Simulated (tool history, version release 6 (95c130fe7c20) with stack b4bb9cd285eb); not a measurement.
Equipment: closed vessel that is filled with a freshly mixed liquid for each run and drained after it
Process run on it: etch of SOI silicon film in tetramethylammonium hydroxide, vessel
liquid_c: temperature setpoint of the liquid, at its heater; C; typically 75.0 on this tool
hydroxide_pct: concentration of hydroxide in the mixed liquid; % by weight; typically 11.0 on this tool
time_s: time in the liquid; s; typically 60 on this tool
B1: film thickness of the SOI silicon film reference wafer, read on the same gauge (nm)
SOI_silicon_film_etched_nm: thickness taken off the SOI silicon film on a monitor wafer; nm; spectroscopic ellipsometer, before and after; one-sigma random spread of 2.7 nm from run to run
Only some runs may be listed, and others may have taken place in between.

Run 1, day 0.000: usual settings; B1 139.99. Result: SOI_silicon_film_etched_nm 605.79 nm.
Run 2, day 0.371: usual settings; B1 139.98. Result: SOI_silicon_film_etched_nm 607.30 nm.
Run 3, day 1.071: usual settings; B1 140.01. Result: SOI_silicon_film_etched_nm 607.22 nm.
Run 4, day 1.496: usual settings; B1 140.02. Result: SOI_silicon_film_etched_nm 612.78 nm.
Run 5, day 2.183: usual settings but hydroxide_pct 12.0 % by weight; B1 139.99. Result: SOI_silicon_film_etched_nm 588.60 nm.
Run 6, day 3.612: usual settings; B1 140.02. Result: SOI_silicon_film_etched_nm 615.75 nm.
Run 7, day 4.050: usual settings; B1 139.99. Result: SOI_silicon_film_etched_nm 609.60 nm.
Run 8, day 4.388: usual settings; B1 139.98. Result: SOI_silicon_film_etched_nm 618.10 nm.
Run 9, day 4.871: usual settings but liquid_c 77.5 C, hydroxide_pct 13.5 % by weight; B1 140.01. Result: SOI_silicon_film_etched_nm 650.29 nm.
Run 10, day 5.142: usual settings but liquid_c 77.5 C, hydroxide_pct 13.5 % by weight; B1 140.02. Result: SOI_silicon_film_etched_nm 641.81 nm.
Run 11, day 5.475: usual settings; B1 140.02. Result: SOI_silicon_film_etched_nm 610.71 nm.
Run 12, day 6.012: usual settings but hydroxide_pct 13.5 % by weight; B1 140.04. Result: SOI_silicon_film_etched_nm 563.87 nm.
At day 6.392: thermometer replaced.
Run 13, day 6.688: usual settings but hydroxide_pct 13.5 % by weight; B1 139.98. Result: SOI_silicon_film_etched_nm 485.06 nm.
Run 14, day 7.133: usual settings but hydroxide_pct 13.0 % by weight; B1 140.03. Result: SOI_silicon_film_etched_nm 491.73 nm.
At day 7.275: gauge calibrated.
Run 15, day 9.192: usual settings but time_s 40 s; B1 140.01. Result: SOI_silicon_film_etched_nm 352.79 nm.
Run 16, day 9.579: usual settings but hydroxide_pct 12.5 % by weight, time_s 75 s; B1 140.03. Result: SOI_silicon_film_etched_nm 638.08 nm.
Run 17, day 10.292: usual settings but liquid_c 82.5 C, hydroxide_pct 9.0 % by weight; B1 140.03. Result: SOI_silicon_film_etched_nm 869.16 nm.
Run 18, day 10.792: usual settings but time_s 75 s; B1 139.98. Result: SOI_silicon_film_etched_nm 671.86 nm.
Run 19, day 11.525: usual settings but hydroxide_pct 13.5 % by weight, time_s 45 s; B1 140.02. Result: SOI_silicon_film_etched_nm 368.10 nm.
At day 11.662: hydroxide flow meter replaced.
Run 20, day 11.992: usual settings but liquid_c 77.5 C, hydroxide_pct 14.0 % by weight; B1 140.00. Result: SOI_silicon_film_etched_nm 555.35 nm.
Run 21, day 12.600: usual settings but liquid_c 80.0 C; B1 139.96. Result: SOI_silicon_film_etched_nm 707.54 nm.
Run 22, day 13.150: usual settings; B1 140.05. Result: SOI_silicon_film_etched_nm 536.52 nm.
Run 23, day 14.671: usual settings but time_s 35 s; B1 140.02. Result: SOI_silicon_film_etched_nm 312.52 nm.
Run 24, day 15.217: usual settings but liquid_c 70.5 C, time_s 75 s; B1 139.98. Result: SOI_silicon_film_etched_nm 515.81 nm.
Run 25, day 15.500: usual settings but time_s 80 s; B1 139.97. Result: SOI_silicon_film_etched_nm 713.20 nm.
Run 26, day 16.250: usual settings; B1 140.00. Result: SOI_silicon_film_etched_nm 536.81 nm.
Run 27, day 16.942: usual settings but liquid_c 78.0 C, hydroxide_pct 9.0 % by weight; B1 140.02. Result: SOI_silicon_film_etched_nm 687.07 nm.
Run 28, day 17.238: usual settings but liquid_c 70.5 C, time_s 30 s; B1 139.99. Result: SOI_silicon_film_etched_nm 209.30 nm.

Some steps in SOI_silicon_film_etched_nm, run to run, broken into two amounts with sign: the step expected even without the hidden condition (settings, incoming material, random variation), and the rest, left for the hidden condition together with whatever gauge scatter is not in both the measured and the hidden-condition-free result:
The tool's hidden condition here consists of: liquid hotter than its thermometer reads (K); hydroxide flow below the setpoint (%); gauge reads high (%).
Run 12 -> 13: thermometer replaced. SOI_silicon_film_etched_nm -78.81 nm: hidden state -78.77, all else -0.04.
Run 18 -> 19: hydroxide_pct 11.0 -> 13.5, time_s 75 -> 45. SOI_silicon_film_etched_nm -303.76 nm: hidden state -2.82, all else -300.94.
Run 27 -> 28: liquid_c 78.0 -> 70.5, hydroxide_pct 9.0 -> 11.0, time_s 60 -> 30. SOI_silicon_film_etched_nm -477.77 nm: hidden state -10.12, all else -467.65.
